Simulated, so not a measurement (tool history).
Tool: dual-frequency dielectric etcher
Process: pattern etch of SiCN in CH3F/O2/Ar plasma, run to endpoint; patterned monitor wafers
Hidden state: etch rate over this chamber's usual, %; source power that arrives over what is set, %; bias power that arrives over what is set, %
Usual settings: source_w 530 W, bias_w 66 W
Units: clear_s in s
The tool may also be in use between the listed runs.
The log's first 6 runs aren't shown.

run,hour,source_w,bias_w,wafers since the last listed run,hours since the last wet clean,hours since the last source power generator calibration,hours since the last bias power generator calibration,hours since the last upper electrode change,"incoming incoming film thickness, nm",clear_s
# hour 385.2: wet clean of the chamber
7,385.7,500,70,504,0.5,2473.7,4056.6,3814.9,7.02,18.2
8,472.3,500,70,873,87.1,2560.3,4143.2,3901.5,7.07,18.4
# hour 525.5: source power generator calibrated
9,547.5,530,66,718,162.3,22,4218.4,3976.7,7.13,18.4
10,595.8,530,66,487,210.6,70.3,4266.7,4025,7.16,18.4
11,633.7,530,66,382,248.5,108.2,4304.6,4062.9,7.15,18.4
12,731,530,66,981,345.8,205.5,4401.9,4160.2,7.1,18.3
13,784.4,610,66,538,399.2,258.9,4455.3,4213.6,7.13,17.2
14,865.5,470,56,818,480.3,340,4536.4,4294.7,7.13,19.7
15,944.1,660,56,792,558.9,418.6,4615,4373.3,7,17.1
# hour 991.5: wet clean of the chamber
16,1025.1,530,66,575,33.6,499.6,4696,4454.3,7.08,18.2
17,1114.9,470,77,905,123.4,589.4,4785.8,4544.1,7.13,18.4
18,1209.4,630,77,953,217.9,683.9,4880.3,4638.6,7.12,16.6
# hour 1265.7: bias power generator calibrated
19,1291.5,500,70,787,300,766,25.8,4720.7,7.06,18.2
20,1396,530,66,1054,404.5,870.5,130.3,4825.2,7.15,18.1
21,1457.1,640,80,616,465.6,931.6,191.4,4886.3,7.1,16.1
22,1547.7,460,53,914,556.2,1022.2,282,4976.9,7.1,20.1
23,1607.7,500,70,605,616.2,1082.2,342,5036.9,7.13,18.2
# hour 1696.4: wet clean of the chamber
24,1696.9,580,66,657,0.5,1171.4,431.2,5126.1,7.09,17.6
25,1752.8,530,66,563,56.4,1227.3,487.1,5182,7.09,18.3
26,1807,530,66,546,110.6,1281.5,541.3,5236.2,7.1,18.3
27,1892.3,440,76,860,195.9,1366.8,626.6,5321.5,7.04,18.7
# hour 1951.7: upper electrode replaced
28,1959.7,490,77,437,263.3,1434.2,694,8,7.14,18.2

Forecast run 29:
29,2057,560,66,981,360.6,1531.5,791.3,105.3,7.1,?

clear_s: 17.8 s
Without the tool's hidden state the same run would have given clear_s 18 s.

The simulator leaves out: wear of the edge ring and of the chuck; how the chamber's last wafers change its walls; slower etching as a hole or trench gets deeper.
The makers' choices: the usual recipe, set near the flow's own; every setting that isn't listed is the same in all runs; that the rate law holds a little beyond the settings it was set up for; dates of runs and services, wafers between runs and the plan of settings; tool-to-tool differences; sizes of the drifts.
